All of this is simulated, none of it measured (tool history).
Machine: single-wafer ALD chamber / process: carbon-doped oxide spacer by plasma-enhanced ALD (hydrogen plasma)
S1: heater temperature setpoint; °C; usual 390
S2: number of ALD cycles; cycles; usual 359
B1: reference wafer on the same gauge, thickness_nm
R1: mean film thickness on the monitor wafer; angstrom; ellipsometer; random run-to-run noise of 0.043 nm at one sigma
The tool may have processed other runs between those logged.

{"run": 1, "day": 0.0, "S1": 398, "S2": 412, "B1": 18.911, "R1": 196.29}
{"run": 2, "day": 0.333, "S1": 398, "S2": 412, "B1": 18.924, "R1": 196.33}
{"run": 3, "day": 1.012, "S1": 385, "S2": 359, "B1": 18.894, "R1": 170.28}
{"run": 4, "day": 1.654, "S1": 390, "S2": 333, "B1": 18.867, "R1": 158.48}
{"run": 5, "day": 2.121, "S1": 381, "S2": 359, "B1": 18.864, "R1": 170.62}
{"run": 6, "day": 2.617, "S1": 390, "S2": 359, "B1": 18.862, "R1": 169.71}
{"run": 7, "day": 3.171, "S1": 390, "S2": 359, "B1": 18.86, "R1": 170.74}
{"run": 8, "day": 5.158, "S1": 386, "S2": 359, "B1": 18.83, "R1": 170.62}
{"day": 6.858, "done": "gauge calibrated"}
{"run": 9, "day": 7.25, "S1": 390, "S2": 298, "B1": 18.998, "R1": 142.37}
{"run": 10, "day": 7.758, "S1": 390, "S2": 333, "B1": 18.951, "R1": 158.81}
{"day": 8.392, "done": "thermocouple changed; heater temperature recalibrated"}
{"run": 11, "day": 8.412, "S1": 404, "S2": 320, "B1": 18.932, "R1": 150.68}
{"run": 12, "day": 8.446, "S1": 383, "S2": 411, "B1": 18.94, "R1": 196.8}
{"run": 13, "day": 9.15, "S1": 390, "S2": 404, "B1": 18.903, "R1": 192.6}
{"run": 14, "day": 9.471, "S1": 390, "S2": 359, "B1": 18.91, "R1": 170.46}
{"run": 15, "day": 10.133, "S1": 390, "S2": 359, "B1": 18.9, "R1": 171.37}
{"run": 16, "day": 10.792, "S1": 383, "S2": 325, "B1": 18.897, "R1": 155.13}

Give the tool's hidden conditions for every run:
wafer temperature above the value expected at the setpoint (K): 0 in every run
H1: gauge reads high (%)
run=1 H1=-0.446
run=2 H1=-0.496
run=3 H1=-0.582
run=4 H1=-0.647
run=5 H1=-0.685
run=6 H1=-0.72
run=7 H1=-0.752
run=8 H1=-0.826
run=9 H1=-0.0446
run=10 H1=-0.167
run=11 H1=-0.296
run=12 H1=-0.302
run=13 H1=-0.409
run=14 H1=-0.45
run=15 H1=-0.521
run=16 H1=-0.577
